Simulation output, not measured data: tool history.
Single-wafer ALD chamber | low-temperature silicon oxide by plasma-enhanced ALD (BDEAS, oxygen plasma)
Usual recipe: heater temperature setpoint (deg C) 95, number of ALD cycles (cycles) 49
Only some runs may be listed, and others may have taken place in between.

run	hour	heater temperature setpoint (deg C)	number of ALD cycles (cycles)	wafers since the last listed run	hours since the last thermocouple change	hours since the gauge calibration	read-back reference wafer on the same gauge, thickness_nm	mean film thickness on the monitor wafer (angstrom)
1	0.0	95	49	0	2218.6	122.7	9.164	77.65
2	26.6	95	49	207	2245.2	149.3	9.170	77.29
3	53.5	95	52	210	2272.1	176.2	9.172	82.30
4	87.6	95	49	266	2306.2	210.3	9.165	77.16
5	119.2	95	49	246	2337.8	241.9	9.170	77.70
# hour 134.6: gauge calibrated
# hour 139.1: thermocouple changed; heater temperature recalibrated
6	153.3	95	49	203	14.2	18.7	9.173	77.29
7	166.0	95	49	99	26.9	31.4	9.167	77.38
8	196.6	95	49	238	57.5	62.0	9.173	77.40
9	219.0	95	58	174	79.9	84.4	9.166	91.76
10	245.9	86	49	210	106.8	111.3	9.161	79.52
11	278.3	87	49	253	139.2	143.7	9.160	79.29
12	313.2	95	49	272	174.1	178.6	9.174	77.02
13	345.9	105	49	255	206.8	211.3	9.180	75.71
14	358.1	95	49	95	219.0	223.5	9.171	77.56
15	373.0	83	46	116	233.9	238.4	9.165	75.09
# hour 374.9: gauge calibrated
16	405.6	95	49	254	266.5	30.7	9.164	77.64
17	427.9	102	46	174	288.8	53.0	9.173	71.22

Entry by entry between the runs, the difference in hidden state between the last listed run before and the first listed run after:
From run 5 to run 6: gauge calibrated (hour 134.6); thermocouple changed; heater temperature recalibrated (hour 139.1)
  no hidden state differs between the two runs
From run 15 to run 16: gauge calibrated (hour 374.9)
  no hidden state differs between the two runs
